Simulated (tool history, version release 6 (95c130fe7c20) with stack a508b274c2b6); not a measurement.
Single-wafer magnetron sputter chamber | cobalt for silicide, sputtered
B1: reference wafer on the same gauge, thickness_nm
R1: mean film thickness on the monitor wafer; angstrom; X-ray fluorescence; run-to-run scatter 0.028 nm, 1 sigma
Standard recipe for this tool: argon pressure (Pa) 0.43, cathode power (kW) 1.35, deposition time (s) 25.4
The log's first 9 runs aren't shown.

{"hour": 111.2, "done": "sputter target and shields replaced"}
{"hour": 114.7, "done": "magnet pack replaced"}
{"run": 10, "hour": 116.0, "argon pressure (Pa)": 0.382, "cathode power (kW)": 1.35, "deposition time (s)": 25.4, "B1": 21.091, "R1": 189.01}
{"run": 11, "hour": 126.6, "argon pressure (Pa)": 0.483, "cathode power (kW)": 1.35, "deposition time (s)": 25.4, "B1": 21.115, "R1": 181.04}
{"run": 12, "hour": 138.4, "argon pressure (Pa)": 0.483, "cathode power (kW)": 1.35, "deposition time (s)": 25.4, "B1": 21.099, "R1": 181.07}
{"run": 13, "hour": 149.0, "argon pressure (Pa)": 0.43, "cathode power (kW)": 1.5, "deposition time (s)": 25.4, "B1": 21.092, "R1": 205.32}
{"run": 14, "hour": 158.5, "argon pressure (Pa)": 0.43, "cathode power (kW)": 1.5, "deposition time (s)": 25.4, "B1": 21.108, "R1": 205.9}
{"run": 15, "hour": 170.0, "argon pressure (Pa)": 0.43, "cathode power (kW)": 1.35, "deposition time (s)": 25.4, "B1": 21.095, "R1": 184.75}
{"run": 16, "hour": 180.0, "argon pressure (Pa)": 0.324, "cathode power (kW)": 1.5, "deposition time (s)": 25.4, "B1": 21.091, "R1": 213.71}
{"run": 17, "hour": 187.9, "argon pressure (Pa)": 0.57, "cathode power (kW)": 1.35, "deposition time (s)": 22.7, "B1": 21.102, "R1": 156.07}
{"run": 18, "hour": 202.1, "argon pressure (Pa)": 0.308, "cathode power (kW)": 1.2, "deposition time (s)": 25.4, "B1": 21.109, "R1": 171.38}
{"run": 19, "hour": 213.0, "argon pressure (Pa)": 0.43, "cathode power (kW)": 1.35, "deposition time (s)": 25.4, "B1": 21.102, "R1": 183.8}
{"run": 20, "hour": 224.5, "argon pressure (Pa)": 0.521, "cathode power (kW)": 1.6, "deposition time (s)": 30.1, "B1": 21.101, "R1": 248.04}
{"run": 21, "hour": 235.5, "argon pressure (Pa)": 0.43, "cathode power (kW)": 1.35, "deposition time (s)": 25.4, "B1": 21.091, "R1": 182.76}
{"hour": 258.2, "done": "sputter target and shields replaced"}
{"run": 22, "hour": 260.1, "argon pressure (Pa)": 0.337, "cathode power (kW)": 1.55, "deposition time (s)": 20.3, "B1": 21.107, "R1": 176.22}
{"run": 23, "hour": 272.6, "argon pressure (Pa)": 0.43, "cathode power (kW)": 1.35, "deposition time (s)": 25.4, "B1": 21.096, "R1": 185.54}

Predict the results of run 24:
{"run": 24, "hour": 282.9, "argon pressure (Pa)": 0.338, "cathode power (kW)": 1.5, "deposition time (s)": 29.7, "B1": "?", "R1": "?"}

Run 24 measured B1 21.096, R1 249.76 angstrom.
The same run, on a tool lacking any hidden state, would have yielded R1 253.16 angstrom.

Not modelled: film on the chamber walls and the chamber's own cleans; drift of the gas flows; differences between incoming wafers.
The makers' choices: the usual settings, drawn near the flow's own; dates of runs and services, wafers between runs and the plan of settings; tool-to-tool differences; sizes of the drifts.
